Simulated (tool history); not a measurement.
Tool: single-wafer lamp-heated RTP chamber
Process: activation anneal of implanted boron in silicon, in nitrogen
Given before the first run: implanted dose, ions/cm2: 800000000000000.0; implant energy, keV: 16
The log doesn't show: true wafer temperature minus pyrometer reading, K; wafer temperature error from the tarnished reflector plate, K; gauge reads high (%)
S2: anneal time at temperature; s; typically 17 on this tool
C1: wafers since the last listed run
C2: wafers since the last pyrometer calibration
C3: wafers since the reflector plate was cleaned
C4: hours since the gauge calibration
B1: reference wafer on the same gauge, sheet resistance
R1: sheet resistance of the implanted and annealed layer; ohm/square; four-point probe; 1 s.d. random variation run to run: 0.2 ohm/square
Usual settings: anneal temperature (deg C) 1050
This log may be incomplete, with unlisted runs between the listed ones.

{"run": 1, "day": 0.0, "anneal temperature (deg C)": 1050, "S2": 17, "C1": 0, "C2": 1112, "C3": 1286, "C4": 1208.6, "B1": 123.33, "R1": 135.55}
{"run": 2, "day": 2.771, "anneal temperature (deg C)": 1038, "S2": 12, "C1": 647, "C2": 1759, "C3": 1933, "C4": 1275.1, "B1": 123.33, "R1": 136.52}
{"run": 3, "day": 4.942, "anneal temperature (deg C)": 1038, "S2": 12, "C1": 507, "C2": 2266, "C3": 2440, "C4": 1327.2, "B1": 123.4, "R1": 136.3}
{"run": 4, "day": 7.842, "anneal temperature (deg C)": 1038, "S2": 12, "C1": 677, "C2": 2944, "C3": 3118, "C4": 1396.8, "B1": 123.51, "R1": 136.39}
{"run": 5, "day": 11.658, "anneal temperature (deg C)": 1040, "S2": 17, "C1": 891, "C2": 3835, "C3": 4009, "C4": 1488.4, "B1": 123.56, "R1": 135.87}
{"run": 6, "day": 14.6, "anneal temperature (deg C)": 1040, "S2": 17, "C1": 687, "C2": 4522, "C3": 4696, "C4": 1559.0, "B1": 123.59, "R1": 136.04}
{"run": 7, "day": 17.796, "anneal temperature (deg C)": 1040, "S2": 17, "C1": 746, "C2": 5269, "C3": 5443, "C4": 1635.7, "B1": 123.67, "R1": 135.72}
{"day": 21.012, "done": "pyrometer window cleaned and pyrometer calibrated"}
{"run": 8, "day": 21.558, "anneal temperature (deg C)": 1050, "S2": 17, "C1": 801, "C2": 127, "C3": 6244, "C4": 1726.0, "B1": 123.75, "R1": 135.59}
{"day": 22.296, "done": "reflector plate cleaned"}
{"run": 9, "day": 24.696, "anneal temperature (deg C)": 1050, "S2": 17, "C1": 655, "C2": 782, "C3": 560, "C4": 1801.3, "B1": 123.82, "R1": 135.73}
{"run": 10, "day": 28.212, "anneal temperature (deg C)": 1050, "S2": 17, "C1": 821, "C2": 1603, "C3": 1382, "C4": 1885.7, "B1": 123.9, "R1": 136.21}
{"day": 29.983, "done": "gauge calibrated"}
{"run": 11, "day": 30.188, "anneal temperature (deg C)": 1050, "S2": 17, "C1": 461, "C2": 2065, "C3": 1843, "C4": 4.9, "B1": 123.04, "R1": 135.6}
{"run": 12, "day": 32.946, "anneal temperature (deg C)": 1050, "S2": 17, "C1": 644, "C2": 2709, "C3": 2487, "C4": 71.1, "B1": 123.11, "R1": 135.32}
{"run": 13, "day": 36.429, "anneal temperature (deg C)": 1050, "S2": 17, "C1": 813, "C2": 3523, "C3": 3301, "C4": 154.7, "B1": 123.1, "R1": 135.0}
{"run": 14, "day": 40.571, "anneal temperature (deg C)": 1050, "S2": 17, "C1": 967, "C2": 4490, "C3": 4269, "C4": 254.1, "B1": 123.1, "R1": 135.41}
{"run": 15, "day": 44.117, "anneal temperature (deg C)": 1050, "S2": 13, "C1": 828, "C2": 5319, "C3": 5097, "C4": 339.2, "B1": 123.11, "R1": 135.63}
{"run": 16, "day": 46.175, "anneal temperature (deg C)": 1050, "S2": 17, "C1": 480, "C2": 5800, "C3": 5578, "C4": 388.6, "B1": 123.18, "R1": 135.22}
{"day": 46.742, "done": "pyrometer window cleaned and pyrometer calibrated"}
{"day": 49.883, "done": "reflector plate cleaned"}
{"run": 17, "day": 50.6, "anneal temperature (deg C)": 1050, "S2": 17, "C1": 877, "C2": 823, "C3": 167, "C4": 494.8, "B1": 123.16, "R1": 135.38}
{"run": 18, "day": 57.808, "anneal temperature (deg C)": 1036, "S2": 9, "C1": 1683, "C2": 2506, "C3": 1851, "C4": 667.8, "B1": 123.17, "R1": 136.65}
{"run": 19, "day": 59.608, "anneal temperature (deg C)": 1050, "S2": 20, "C1": 420, "C2": 2927, "C3": 2272, "C4": 711.0, "B1": 123.18, "R1": 135.15}
{"run": 20, "day": 62.667, "anneal temperature (deg C)": 1050, "S2": 17, "C1": 714, "C2": 3641, "C3": 2986, "C4": 784.4, "B1": 123.29, "R1": 135.32}
{"run": 21, "day": 64.654, "anneal temperature (deg C)": 1060, "S2": 9, "C1": 464, "C2": 4106, "C3": 3450, "C4": 832.1, "B1": 123.32, "R1": 136.1}
{"run": 22, "day": 68.692, "anneal temperature (deg C)": 1050, "S2": 17, "C1": 943, "C2": 5049, "C3": 4394, "C4": 929.0, "B1": 123.39, "R1": 135.31}
{"run": 23, "day": 71.558, "anneal temperature (deg C)": 1037, "S2": 12, "C1": 669, "C2": 5718, "C3": 5063, "C4": 997.8, "B1": 123.37, "R1": 136.74}
{"day": 71.954, "done": "pyrometer window cleaned and pyrometer calibrated"}
{"run": 24, "day": 74.342, "anneal temperature (deg C)": 1077, "S2": 23, "C1": 572, "C2": 557, "C3": 5636, "C4": 1064.6, "B1": 123.42, "R1": 134.28}
{"run": 25, "day": 78.388, "anneal temperature (deg C)": 1022, "S2": 26, "C1": 945, "C2": 1502, "C3": 6581, "C4": 1161.7, "B1": 123.54, "R1": 136.94}
{"day": 78.988, "done": "reflector plate cleaned"}
{"run": 26, "day": 82.138, "anneal temperature (deg C)": 1050, "S2": 17, "C1": 798, "C2": 2300, "C3": 736, "C4": 1251.7, "B1": 123.56, "R1": 135.89}
{"run": 27, "day": 85.258, "anneal temperature (deg C)": 1030, "S2": 26, "C1": 729, "C2": 3029, "C3": 1465, "C4": 1326.6, "B1": 123.62, "R1": 136.3}
{"run": 28, "day": 89.296, "anneal temperature (deg C)": 1034, "S2": 11, "C1": 943, "C2": 3973, "C3": 2408, "C4": 1423.5, "B1": 123.7, "R1": 137.41}
{"run": 29, "day": 92.596, "anneal temperature (deg C)": 1042, "S2": 8, "C1": 770, "C2": 4743, "C3": 3179, "C4": 1502.7, "B1": 123.77, "R1": 137.3}
{"run": 30, "day": 94.317, "anneal temperature (deg C)": 1050, "S2": 23, "C1": 401, "C2": 5145, "C3": 3581, "C4": 1544.0, "B1": 123.78, "R1": 135.52}
{"day": 96.533, "done": "pyrometer window cleaned and pyrometer calibrated"}
{"run": 31, "day": 98.221, "anneal temperature (deg C)": 1050, "S2": 8, "C1": 834, "C2": 394, "C3": 4415, "C4": 1637.7, "B1": 123.83, "R1": 136.63}
{"run": 32, "day": 102.162, "anneal temperature (deg C)": 1026, "S2": 12, "C1": 920, "C2": 1315, "C3": 5336, "C4": 1732.3, "B1": 123.97, "R1": 137.9}
{"run": 33, "day": 105.342, "anneal temperature (deg C)": 1050, "S2": 24, "C1": 742, "C2": 2057, "C3": 6078, "C4": 1808.6, "B1": 124.01, "R1": 135.26}
{"day": 106.721, "done": "reflector plate cleaned"}
{"run": 34, "day": 108.596, "anneal temperature (deg C)": 1024, "S2": 17, "C1": 682, "C2": 2740, "C3": 438, "C4": 1886.7, "B1": 124.12, "R1": 137.87}
{"day": 110.729, "done": "gauge calibrated"}
{"run": 35, "day": 111.096, "anneal temperature (deg C)": 1034, "S2": 13, "C1": 584, "C2": 3324, "C3": 1022, "C4": 8.8, "B1": 122.97, "R1": 136.25}

Subtracting, for every run, the result it would have given without the tool's unlogged condition from the measured result gives the following. The same run-to-run variation enters both numbers; the gauge's scatter may not:
run=1 R1=+0.34
run=2 R1=+0.39
run=3 R1=+0.43
run=4 R1=+0.49
run=5 R1=+0.57
run=6 R1=+0.64
run=7 R1=+0.71
run=8 R1=+0.80
run=9 R1=+0.89
run=10 R1=+0.99
run=11 R1=+0.10
run=12 R1=+0.10
run=13 R1=+0.12
run=14 R1=+0.12
run=15 R1=+0.14
run=16 R1=+0.15
run=17 R1=+0.18
run=18 R1=+0.24
run=19 R1=+0.26
run=20 R1=+0.30
run=21 R1=+0.32
run=22 R1=+0.37
run=23 R1=+0.42
run=24 R1=+0.45
run=25 R1=+0.53
run=26 R1=+0.59
run=27 R1=+0.65
run=28 R1=+0.74
run=29 R1=+0.81
run=30 R1=+0.84
run=31 R1=+0.93
run=32 R1=+1.04
run=33 R1=+1.10
run=34 R1=+1.21
run=35 R1=-0.01

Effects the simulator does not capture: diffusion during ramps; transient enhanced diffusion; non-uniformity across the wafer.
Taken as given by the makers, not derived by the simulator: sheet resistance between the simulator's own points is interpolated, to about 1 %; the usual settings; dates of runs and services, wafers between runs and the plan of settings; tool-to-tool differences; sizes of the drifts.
